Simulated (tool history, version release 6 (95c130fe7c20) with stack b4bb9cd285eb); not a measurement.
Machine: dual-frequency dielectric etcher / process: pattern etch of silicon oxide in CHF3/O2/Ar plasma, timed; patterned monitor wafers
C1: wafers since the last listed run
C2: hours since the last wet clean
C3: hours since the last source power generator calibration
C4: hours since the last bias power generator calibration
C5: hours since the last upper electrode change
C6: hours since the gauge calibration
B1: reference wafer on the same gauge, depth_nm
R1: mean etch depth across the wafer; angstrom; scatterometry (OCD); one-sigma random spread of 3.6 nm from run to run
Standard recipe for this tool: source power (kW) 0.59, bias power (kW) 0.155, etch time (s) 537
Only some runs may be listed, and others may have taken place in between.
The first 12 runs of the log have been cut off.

{"hour": 567.6, "done": "gauge calibrated"}
{"run": 13, "hour": 613.5, "source power (kW)": 0.48, "bias power (kW)": 0.155, "etch time (s)": 418.5, "C1": 249, "C2": 89, "C3": 1349.5, "C4": 1419.6, "C5": 4188.1, "C6": 45.9, "B1": 869.8, "R1": 7197}
{"run": 14, "hour": 675.9, "source power (kW)": 0.59, "bias power (kW)": 0.155, "etch time (s)": 537, "C1": 256, "C2": 151.4, "C3": 1411.9, "C4": 1482, "C5": 4250.5, "C6": 108.3, "B1": 872.6, "R1": 9759}
{"run": 15, "hour": 733.4, "source power (kW)": 0.59, "bias power (kW)": 0.155, "etch time (s)": 537, "C1": 236, "C2": 208.9, "C3": 1469.4, "C4": 1539.5, "C5": 4308, "C6": 165.8, "B1": 875.5, "R1": 9729}
{"run": 16, "hour": 794.0, "source power (kW)": 0.65, "bias power (kW)": 0.155, "etch time (s)": 537, "C1": 249, "C2": 269.5, "C3": 1530, "C4": 1600.1, "C5": 4368.6, "C6": 226.4, "B1": 874.5, "R1": 10030}
{"hour": 823.7, "done": "bias power generator calibrated"}
{"run": 17, "hour": 839.0, "source power (kW)": 0.59, "bias power (kW)": 0.12, "etch time (s)": 640, "C1": 168, "C2": 314.5, "C3": 1575, "C4": 15.3, "C5": 4413.6, "C6": 271.4, "B1": 872.9, "R1": 11017}
{"hour": 904.3, "done": "wet clean of the chamber"}
{"hour": 904.6, "done": "upper electrode replaced"}
{"run": 18, "hour": 988.2, "source power (kW)": 0.44, "bias power (kW)": 0.187, "etch time (s)": 608.5, "C1": 513, "C2": 83.9, "C3": 1724.2, "C4": 164.5, "C5": 83.6, "C6": 420.6, "B1": 876.1, "R1": 10806}
{"hour": 1005.4, "done": "source power generator calibrated"}
{"run": 19, "hour": 1034.5, "source power (kW)": 0.59, "bias power (kW)": 0.155, "etch time (s)": 611, "C1": 173, "C2": 130.2, "C3": 29.1, "C4": 210.8, "C5": 129.9, "C6": 466.9, "B1": 877.8, "R1": 11199}
{"run": 20, "hour": 1079.7, "source power (kW)": 0.63, "bias power (kW)": 0.184, "etch time (s)": 628.5, "C1": 185, "C2": 175.4, "C3": 74.3, "C4": 256, "C5": 175.1, "C6": 512.1, "B1": 879, "R1": 12243}
{"run": 21, "hour": 1141.0, "source power (kW)": 0.63, "bias power (kW)": 0.13, "etch time (s)": 537, "C1": 251, "C2": 236.7, "C3": 135.6, "C4": 317.3, "C5": 236.4, "C6": 573.4, "B1": 880.2, "R1": 9673}
{"run": 22, "hour": 1194.2, "source power (kW)": 0.52, "bias power (kW)": 0.155, "etch time (s)": 537, "C1": 218, "C2": 289.9, "C3": 188.8, "C4": 370.5, "C5": 289.6, "C6": 626.6, "B1": 879.6, "R1": 9519}
{"run": 23, "hour": 1233.2, "source power (kW)": 0.59, "bias power (kW)": 0.179, "etch time (s)": 675, "C1": 160, "C2": 328.9, "C3": 227.8, "C4": 409.5, "C5": 328.6, "C6": 665.6, "B1": 881.6, "R1": 12970}
{"run": 24, "hour": 1302.1, "source power (kW)": 0.59, "bias power (kW)": 0.155, "etch time (s)": 591.5, "C1": 283, "C2": 397.8, "C3": 296.7, "C4": 478.4, "C5": 397.5, "C6": 734.5, "B1": 881.7, "R1": 10872}
{"hour": 1337.9, "done": "wet clean of the chamber"}
{"run": 25, "hour": 1372.4, "source power (kW)": 0.59, "bias power (kW)": 0.155, "etch time (s)": 537, "C1": 190, "C2": 34.5, "C3": 367, "C4": 548.7, "C5": 467.8, "C6": 804.8, "B1": 883, "R1": 9874}
{"run": 26, "hour": 1423.4, "source power (kW)": 0.44, "bias power (kW)": 0.145, "etch time (s)": 653, "C1": 209, "C2": 85.5, "C3": 418, "C4": 599.7, "C5": 518.8, "C6": 855.8, "B1": 883.1, "R1": 10875}
{"run": 27, "hour": 1471.0, "source power (kW)": 0.72, "bias power (kW)": 0.155, "etch time (s)": 609, "C1": 195, "C2": 133.1, "C3": 465.6, "C4": 647.3, "C5": 566.4, "C6": 903.4, "B1": 883, "R1": 11931}
{"run": 28, "hour": 1617.7, "source power (kW)": 0.48, "bias power (kW)": 0.123, "etch time (s)": 389, "C1": 603, "C2": 279.8, "C3": 612.3, "C4": 794, "C5": 713.1, "C6": 1050.1, "B1": 886.7, "R1": 6470}
{"run": 29, "hour": 1654.8, "source power (kW)": 0.59, "bias power (kW)": 0.155, "etch time (s)": 537, "C1": 152, "C2": 316.9, "C3": 649.4, "C4": 831.1, "C5": 750.2, "C6": 1087.2, "B1": 885.2, "R1": 9920}
{"run": 30, "hour": 1720.2, "source power (kW)": 0.72, "bias power (kW)": 0.155, "etch time (s)": 537, "C1": 268, "C2": 382.3, "C3": 714.8, "C4": 896.5, "C5": 815.6, "C6": 1152.6, "B1": 886.6, "R1": 10576}

Alternative continuations, all from the tool just after run 30; predict every row:
{"run": "A", "hour": 1720.8, "source power (kW)": 0.59, "bias power (kW)": 0.155, "etch time (s)": 537, "C1": 2, "C2": 382.9, "C3": 715.4, "C4": 897.1, "C5": 816.2, "C6": 1153.2, "B1": "?", "R1": "?"}
{"run": "B", "hour": 1720.8, "source power (kW)": 0.7, "bias power (kW)": 0.189, "etch time (s)": 428, "C1": 2, "C2": 382.9, "C3": 715.4, "C4": 897.1, "C5": 816.2, "C6": 1153.2, "B1": "?", "R1": "?"}
{"run": "C", "hour": 1720.8, "source power (kW)": 0.66, "bias power (kW)": 0.175, "etch time (s)": 618.5, "C1": 2, "C2": 382.9, "C3": 715.4, "C4": 897.1, "C5": 816.2, "C6": 1153.2, "B1": "?", "R1": "?"}

run=A B1=887.3 R1=9942
run=B B1=887.3 R1=8754
run=C B1=887.3 R1=12189
With no hidden state in the tool, these same runs would have given:
run=A R1=9728
run=B R1=8566
run=C R1=11927
